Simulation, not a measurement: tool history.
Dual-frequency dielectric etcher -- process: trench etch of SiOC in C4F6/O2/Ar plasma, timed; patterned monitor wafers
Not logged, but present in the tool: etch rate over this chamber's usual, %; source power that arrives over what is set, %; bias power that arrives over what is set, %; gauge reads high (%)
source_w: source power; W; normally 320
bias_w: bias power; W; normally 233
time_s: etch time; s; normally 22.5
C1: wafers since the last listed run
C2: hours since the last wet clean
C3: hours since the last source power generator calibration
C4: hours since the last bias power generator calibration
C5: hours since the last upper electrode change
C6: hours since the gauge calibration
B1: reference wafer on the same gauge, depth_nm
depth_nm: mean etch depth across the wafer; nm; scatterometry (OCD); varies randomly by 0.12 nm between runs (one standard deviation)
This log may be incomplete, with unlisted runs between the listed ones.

run 1 hour=0 | source_w=320 bias_w=233 time_s=22.5 | C1=0 C2=221.5 C3=4033.5 C4=2486.7 C5=1961.9 C6=912.7 | B1=43.61 | depth_nm=45.64
run 2 hour=34.1 | source_w=320 bias_w=233 time_s=25 | C1=500 C2=255.6 C3=4067.6 C4=2520.8 C5=1996 C6=946.8 | B1=43.58 | depth_nm=50.76
run 3 hour=68.9 | source_w=320 bias_w=233 time_s=22.5 | C1=510 C2=290.4 C3=4102.4 C4=2555.6 C5=2030.8 C6=981.6 | B1=43.59 | depth_nm=45.77
-- hour=117.1 upper electrode replaced
run 4 hour=117.6 | source_w=320 bias_w=233 time_s=22.5 | C1=362 C2=339.1 C3=4151.1 C4=2604.3 C5=0.5 C6=1030.3 | B1=43.58 | depth_nm=45.46
run 5 hour=148 | source_w=320 bias_w=233 time_s=22.5 | C1=445 C2=369.5 C3=4181.5 C4=2634.7 C5=30.9 C6=1060.7 | B1=43.61 | depth_nm=45.45
-- hour=209.8 wet clean of the chamber
run 6 hour=217.2 | source_w=320 bias_w=233 time_s=22.5 | C1=663 C2=7.4 C3=4250.7 C4=2703.9 C5=100.1 C6=1129.9 | B1=43.6 | depth_nm=45.9
-- hour=248.7 gauge calibrated
run 7 hour=380 | source_w=350 bias_w=233 time_s=22.5 | C1=2388 C2=170.2 C3=4413.5 C4=2866.7 C5=262.9 C6=131.3 | B1=43.57 | depth_nm=47.22
run 8 hour=444.8 | source_w=350 bias_w=178 time_s=22.5 | C1=950 C2=235 C3=4478.3 C4=2931.5 C5=327.7 C6=196.1 | B1=43.6 | depth_nm=43.3
run 9 hour=500.7 | source_w=320 bias_w=233 time_s=22.5 | C1=820 C2=290.9 C3=4534.2 C4=2987.4 C5=383.6 C6=252 | B1=43.6 | depth_nm=45.53
run 10 hour=549.5 | source_w=280 bias_w=274 time_s=22.5 | C1=715 C2=339.7 C3=4583 C4=3036.2 C5=432.4 C6=300.8 | B1=43.59 | depth_nm=45.76
-- hour=616.9 wet clean of the chamber
run 11 hour=617.4 | source_w=300 bias_w=205 time_s=20 | C1=643 C2=0.5 C3=4650.9 C4=3104.1 C5=500.3 C6=368.7 | B1=43.6 | depth_nm=38.53
-- hour=658.4 bias power generator calibrated
run 12 hour=665 | source_w=320 bias_w=233 time_s=20.5 | C1=639 C2=48.1 C3=4698.5 C4=6.6 C5=547.9 C6=416.3 | B1=43.6 | depth_nm=42.89
-- hour=693.9 source power generator calibrated
run 13 hour=705.3 | source_w=320 bias_w=233 time_s=22.5 | C1=532 C2=88.4 C3=11.4 C4=46.9 C5=588.2 C6=456.6 | B1=43.6 | depth_nm=46.93
run 14 hour=735.9 | source_w=300 bias_w=254 time_s=19.5 | C1=448 C2=119 C3=42 C4=77.5 C5=618.8 C6=487.2 | B1=43.6 | depth_nm=40.81

Run 15, settings as shown, results not yet in. Your forecast:
run 15 hour=800.2 | source_w=350 bias_w=207 time_s=22.5 | C1=943 C2=183.3 C3=106.3 C4=141.8 C5=683.1 C6=551.5 | B1=? | depth_nm=?

B1: 43.59
depth_nm: 46.32 nm
With no hidden state in the tool, this same run would have given depth_nm 46.57 nm.
